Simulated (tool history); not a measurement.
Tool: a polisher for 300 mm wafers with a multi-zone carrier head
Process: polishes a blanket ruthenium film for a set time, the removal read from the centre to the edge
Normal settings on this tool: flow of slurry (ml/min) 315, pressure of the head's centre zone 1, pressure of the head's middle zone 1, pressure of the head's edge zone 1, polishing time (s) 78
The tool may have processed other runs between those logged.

run,hour,flow of slurry (ml/min),pressure of the head's centre zone,pressure of the head's middle zone,pressure of the head's edge zone,polishing time (s),wafers since the last listed run,wafers polished on this pad,hours since the slurry nozzle was cleaned,hours since the centre zone pressure was calibrated,hours since the edge zone pressure was calibrated,hours since the carrier head's membrane was replaced,"incoming thickness of the incoming film, nm",film removed at the wafer's centre (angstrom),film removed at mid-radius (angstrom),film removed at the wafer's edge (angstrom)
1,0,315,1,1,1,78,0,59,42,271.5,111.3,255,408.9,997,985,984
2,67.9,315,1,1,1,78,452,511,109.9,339.4,179.2,322.9,414.9,999,991,981
3,111.1,240,0.96,0.94,0.92,78,288,799,153.1,382.6,222.4,366.1,412.9,889,875,941
4,190.9,315,0.96,1.04,1.07,53,532,1331,232.9,462.4,302.2,445.9,408.7,633,683,709
5,296.3,240,0.93,1.06,1,98,702,2034,338.3,567.8,407.6,551.3,416.3,1070,1212,1222
6,369,315,1.1,1,1.09,78,484,2519,411,640.5,480.3,624,405.1,1010,976,1013
7,438.9,315,0.91,0.97,1,78,466,2985,480.9,710.4,550.2,693.9,416.2,850,938,977
8,500,315,1,1,1,85,407,3392,542,771.5,611.3,755,415.5,992,1029,1061
# hour 533.8: worn pad replaced by a new one
# hour 552.7: edge zone pressure recalibrated
9,576.1,315,1,1,1,78,467,268,618.1,847.6,23.4,831.1,409.5,919,938,951
# hour 589.8: slurry nozzle cleaned
# hour 612.6: carrier head's membrane replaced by a new one
10,666.8,395,1.05,1.06,1,78,564,833,77,938.3,114.1,54.2,408.4,1028,1078,1011
11,707.4,365,1,1,1.08,78,270,1104,117.6,978.9,154.7,94.8,410.8,967,1014,1043
12,773.2,275,1,0.95,1.1,78,438,1542,183.4,1044.7,220.5,160.6,413.7,937,947,1051
13,874.7,265,1.07,1,1.08,78,676,2219,284.9,1146.2,322,262.1,403.2,992,947,1003
14,929,375,0.89,1.06,1,78,362,2581,339.2,1200.5,376.3,316.4,413.9,845,1018,1002
15,1006.1,315,1,1.05,1,78,514,3095,416.3,1277.6,453.4,393.5,404.4,928,1014,974
16,1063.7,315,1,1,1,78,384,3479,473.9,1335.2,511,451.1,412.9,897,978,999
# hour 1086.6: worn pad replaced by a new one
17,1121.8,315,1,1,1,78,360,234,532,1393.3,569.1,509.2,407.2,891,972,974
# hour 1145.5: edge zone pressure recalibrated
18,1190.4,315,1,1,1,78,444,678,600.6,1461.9,44.9,577.8,415.8,896,968,982
# hour 1257.7: slurry nozzle cleaned
19,1283.3,315,1,1,1.03,78,612,1291,25.6,1554.8,137.8,670.7,407.5,959,1011,1062
# hour 1331.6: centre zone pressure recalibrated
20,1361.1,315,1,1,1,78,505,1796,103.4,29.5,215.6,748.5,406.6,1008,1017,981
21,1401,420,1,1,1,78,266,2063,143.3,69.4,255.5,788.4,411.3,1020,1035,1011
# hour 1430.6: carrier head's membrane replaced by a new one
22,1454.4,240,0.96,0.94,0.92,78,322,2385,196.7,122.8,308.9,23.8,408.4,902,922,944

4 ways to go on from here, each from the tool as it stands after run 22. What would each give?
A,1454.8,315,0.92,1,1,78,2,2388,197.1,123.2,309.3,24.2,416.8,?,?,?
B,1454.8,315,1.06,1.06,1,78,2,2388,197.1,123.2,309.3,24.2,416.8,?,?,?
C,1454.8,315,1,1,0.94,78,2,2388,197.1,123.2,309.3,24.2,416.8,?,?,?
D,1454.8,405,1,0.97,1,78,2,2388,197.1,123.2,309.3,24.2,416.8,?,?,?

run,film removed at the wafer's centre (angstrom),film removed at mid-radius (angstrom),film removed at the wafer's edge (angstrom)
A,892,979,1013
B,1030,1028,1012
C,971,978,983
D,998,978,1033
Without the tool's unlogged condition, the same runs would have read:
run,film removed at the wafer's centre (angstrom),film removed at mid-radius (angstrom),film removed at the wafer's edge (angstrom)
A,932,1008,1036
B,1076,1058,1035
C,1014,1008,1006
D,1036,1001,1051
